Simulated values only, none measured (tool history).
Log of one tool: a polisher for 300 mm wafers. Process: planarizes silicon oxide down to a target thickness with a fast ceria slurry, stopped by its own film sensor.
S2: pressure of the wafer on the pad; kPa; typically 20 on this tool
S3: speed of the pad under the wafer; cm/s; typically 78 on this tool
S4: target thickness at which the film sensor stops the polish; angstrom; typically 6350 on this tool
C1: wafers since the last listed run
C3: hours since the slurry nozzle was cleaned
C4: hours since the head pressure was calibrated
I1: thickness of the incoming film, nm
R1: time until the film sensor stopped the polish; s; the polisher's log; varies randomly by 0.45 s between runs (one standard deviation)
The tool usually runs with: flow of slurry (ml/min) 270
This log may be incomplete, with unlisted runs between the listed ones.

{"run": 1, "day": 0.0, "flow of slurry (ml/min)": 270, "S2": 20, "S3": 78, "S4": 7360, "C1": 0, "wafers polished on this pad": 313, "C3": 504, "C4": 852.7, "I1": 1211.9, "R1": 35.3}
{"run": 2, "day": 0.7, "flow of slurry (ml/min)": 270, "S2": 23.4, "S3": 70, "S4": 6350, "C1": 158, "wafers polished on this pad": 472, "C3": 520.8, "C4": 869.5, "I1": 1223.1, "R1": 40.9}
{"run": 3, "day": 1.488, "flow of slurry (ml/min)": 270, "S2": 23.4, "S3": 70, "S4": 6350, "C1": 178, "wafers polished on this pad": 650, "C3": 539.7, "C4": 888.4, "I1": 1206.7, "R1": 39.1}
{"run": 4, "day": 4.692, "flow of slurry (ml/min)": 270, "S2": 23.4, "S3": 70, "S4": 6350, "C1": 724, "wafers polished on this pad": 1374, "C3": 616.6, "C4": 965.3, "I1": 1211.6, "R1": 40.2}
{"run": 5, "day": 5.367, "flow of slurry (ml/min)": 270, "S2": 20, "S3": 78, "S4": 7010, "C1": 152, "wafers polished on this pad": 1527, "C3": 632.8, "C4": 981.5, "I1": 1225.4, "R1": 39.4}
{"run": 6, "day": 6.654, "flow of slurry (ml/min)": 270, "S2": 20, "S3": 78, "S4": 7010, "C1": 291, "wafers polished on this pad": 1818, "C3": 663.7, "C4": 1012.4, "I1": 1247.9, "R1": 40.9}
{"run": 7, "day": 7.296, "flow of slurry (ml/min)": 270, "S2": 20, "S3": 78, "S4": 7010, "C1": 145, "wafers polished on this pad": 1963, "C3": 679.1, "C4": 1027.8, "I1": 1233.4, "R1": 39.4}
{"run": 8, "day": 7.925, "flow of slurry (ml/min)": 270, "S2": 20, "S3": 78, "S4": 6350, "C1": 142, "wafers polished on this pad": 2105, "C3": 694.2, "C4": 1042.9, "I1": 1237.8, "R1": 44.8}
{"day": 8.654, "done": "worn pad replaced by a new one"}
{"run": 9, "day": 8.975, "flow of slurry (ml/min)": 270, "S2": 20, "S3": 78, "S4": 6350, "C1": 199, "wafers polished on this pad": 72, "C3": 719.4, "C4": 1068.1, "I1": 1205.1, "R1": 43.1}
{"day": 9.183, "done": "slurry nozzle cleaned"}
{"run": 10, "day": 9.738, "flow of slurry (ml/min)": 270, "S2": 20, "S3": 78, "S4": 6350, "C1": 162, "wafers polished on this pad": 235, "C3": 13.3, "C4": 1086.4, "I1": 1213.8, "R1": 43.2}
{"run": 11, "day": 10.646, "flow of slurry (ml/min)": 270, "S2": 20, "S3": 90, "S4": 6350, "C1": 205, "wafers polished on this pad": 441, "C3": 35.1, "C4": 1108.2, "I1": 1208.2, "R1": 39}
{"run": 12, "day": 12.1, "flow of slurry (ml/min)": 270, "S2": 20, "S3": 68, "S4": 7960, "C1": 328, "wafers polished on this pad": 770, "C3": 70, "C4": 1143.1, "I1": 1233.5, "R1": 37.4}
{"run": 13, "day": 12.604, "flow of slurry (ml/min)": 270, "S2": 20, "S3": 78, "S4": 7680, "C1": 113, "wafers polished on this pad": 884, "C3": 82.1, "C4": 1155.2, "I1": 1213.8, "R1": 33.4}
{"day": 12.842, "done": "head pressure recalibrated"}
{"run": 14, "day": 13.304, "flow of slurry (ml/min)": 230, "S2": 22.8, "S3": 78, "S4": 5520, "C1": 139, "wafers polished on this pad": 1023, "C3": 98.9, "C4": 11.1, "I1": 1224.9, "R1": 48.6}
{"run": 15, "day": 14.621, "flow of slurry (ml/min)": 270, "S2": 20, "S3": 78, "S4": 6350, "C1": 297, "wafers polished on this pad": 1321, "C3": 130.5, "C4": 42.7, "I1": 1205.8, "R1": 44.8}
{"run": 16, "day": 15.229, "flow of slurry (ml/min)": 270, "S2": 20, "S3": 78, "S4": 6350, "C1": 137, "wafers polished on this pad": 1458, "C3": 145.1, "C4": 57.3, "I1": 1212.6, "R1": 45.9}
{"day": 17.842, "done": "worn pad replaced by a new one"}
{"run": 17, "day": 17.958, "flow of slurry (ml/min)": 270, "S2": 24.1, "S3": 78, "S4": 6350, "C1": 579, "wafers polished on this pad": 26, "C3": 210.6, "C4": 122.8, "I1": 1230.8, "R1": 40.1}
{"run": 18, "day": 18.475, "flow of slurry (ml/min)": 270, "S2": 20, "S3": 78, "S4": 6350, "C1": 116, "wafers polished on this pad": 143, "C3": 223, "C4": 135.2, "I1": 1213, "R1": 47.4}
{"run": 19, "day": 19.421, "flow of slurry (ml/min)": 270, "S2": 15.2, "S3": 78, "S4": 6350, "C1": 213, "wafers polished on this pad": 357, "C3": 245.7, "C4": 157.9, "I1": 1222.1, "R1": 63.1}
{"run": 20, "day": 20.025, "flow of slurry (ml/min)": 335, "S2": 20, "S3": 78, "S4": 4690, "C1": 136, "wafers polished on this pad": 494, "C3": 260.2, "C4": 172.4, "I1": 1209, "R1": 59.1}
{"run": 21, "day": 20.762, "flow of slurry (ml/min)": 270, "S2": 16.5, "S3": 78, "S4": 6350, "C1": 166, "wafers polished on this pad": 660, "C3": 277.9, "C4": 190.1, "I1": 1201.6, "R1": 55.5}
{"run": 22, "day": 22.154, "flow of slurry (ml/min)": 270, "S2": 17.2, "S3": 54, "S4": 4350, "C1": 314, "wafers polished on this pad": 975, "C3": 311.3, "C4": 223.5, "I1": 1208.4, "R1": 99.2}
{"run": 23, "day": 22.771, "flow of slurry (ml/min)": 270, "S2": 15.2, "S3": 88, "S4": 6350, "C1": 139, "wafers polished on this pad": 1114, "C3": 326.1, "C4": 238.3, "I1": 1238.4, "R1": 57.6}
{"day": 23.175, "done": "head pressure recalibrated, repeated, since the last time left the tool worse"}
{"run": 24, "day": 23.588, "flow of slurry (ml/min)": 270, "S2": 20, "S3": 78, "S4": 6350, "C1": 165, "wafers polished on this pad": 1280, "C3": 345.7, "C4": 9.9, "I1": 1229.1, "R1": 40.6}
{"run": 25, "day": 24.167, "flow of slurry (ml/min)": 330, "S2": 23.4, "S3": 88, "S4": 7990, "C1": 130, "wafers polished on this pad": 1411, "C3": 359.6, "C4": 23.8, "I1": 1208.7, "R1": 21.4}
{"run": 26, "day": 25.188, "flow of slurry (ml/min)": 270, "S2": 26.2, "S3": 78, "S4": 6350, "C1": 230, "wafers polished on this pad": 1642, "C3": 384.1, "C4": 48.3, "I1": 1219.5, "R1": 31.1}
{"run": 27, "day": 26.288, "flow of slurry (ml/min)": 270, "S2": 22.1, "S3": 78, "S4": 7470, "C1": 248, "wafers polished on this pad": 1891, "C3": 410.5, "C4": 74.7, "I1": 1210.9, "R1": 28.8}
{"run": 28, "day": 26.821, "flow of slurry (ml/min)": 270, "S2": 20, "S3": 78, "S4": 7010, "C1": 120, "wafers polished on this pad": 2011, "C3": 423.3, "C4": 87.5, "I1": 1192.8, "R1": 34.8}
{"run": 29, "day": 27.629, "flow of slurry (ml/min)": 325, "S2": 22.1, "S3": 56, "S4": 7940, "C1": 182, "wafers polished on this pad": 2194, "C3": 442.7, "C4": 106.9, "I1": 1218.5, "R1": 35}
{"day": 28.417, "done": "worn pad replaced by a new one"}
{"run": 30, "day": 28.738, "flow of slurry (ml/min)": 270, "S2": 13.1, "S3": 100, "S4": 6350, "C1": 212, "wafers polished on this pad": 72, "C3": 469.3, "C4": 133.5, "I1": 1206.5, "R1": 48.5}
{"run": 31, "day": 32.058, "flow of slurry (ml/min)": 240, "S2": 20, "S3": 78, "S4": 6350, "C1": 750, "wafers polished on this pad": 823, "C3": 549, "C4": 213.2, "I1": 1224.1, "R1": 41.5}
{"run": 32, "day": 33.104, "flow of slurry (ml/min)": 270, "S2": 15.9, "S3": 56, "S4": 6940, "C1": 236, "wafers polished on this pad": 1059, "C3": 574.1, "C4": 238.3, "I1": 1215.2, "R1": 60.5}
{"run": 33, "day": 34.571, "flow of slurry (ml/min)": 270, "S2": 20, "S3": 78, "S4": 6350, "C1": 331, "wafers polished on this pad": 1391, "C3": 609.3, "C4": 273.5, "I1": 1218.3, "R1": 40.7}
{"run": 34, "day": 35.946, "flow of slurry (ml/min)": 225, "S2": 20, "S3": 90, "S4": 6350, "C1": 310, "wafers polished on this pad": 1702, "C3": 642.3, "C4": 306.5, "I1": 1220.3, "R1": 36.5}
{"run": 35, "day": 36.738, "flow of slurry (ml/min)": 295, "S2": 13.8, "S3": 92, "S4": 7310, "C1": 178, "wafers polished on this pad": 1881, "C3": 661.3, "C4": 325.5, "I1": 1218.1, "R1": 42.9}
{"run": 36, "day": 37.833, "flow of slurry (ml/min)": 335, "S2": 15.9, "S3": 104, "S4": 7440, "C1": 247, "wafers polished on this pad": 2129, "C3": 687.6, "C4": 351.8, "I1": 1206.1, "R1": 31.8}

What would each run have given without the hidden state, its run-to-run variation left as it was?
Hidden state at play: removal rate lost through wear of the pad, %; slurry flow missing at the pad, %; deviation of the head's pressure from its setpoint, %.
run=1 R1=33.1
run=2 R1=38.2
run=3 R1=36.6
run=4 R1=37.4
run=5 R1=36.6
run=6 R1=37.8
run=7 R1=36.4
run=8 R1=41.3
run=9 R1=39.7
run=10 R1=39.7
run=11 R1=35.8
run=12 R1=34.3
run=13 R1=30.5
run=14 R1=41.8
run=15 R1=38.5
run=16 R1=39.4
run=17 R1=34.2
run=18 R1=40.4
run=19 R1=53.6
run=20 R1=50.2
run=21 R1=47
run=22 R1=83.9
run=23 R1=48.7
run=24 R1=40.5
run=25 R1=21.3
run=26 R1=30.9
run=27 R1=28.6
run=28 R1=34.6
run=29 R1=34.7
run=30 R1=48
run=31 R1=40.8
run=32 R1=59.3
run=33 R1=39.8
run=34 R1=35.6
run=35 R1=41.8
run=36 R1=31
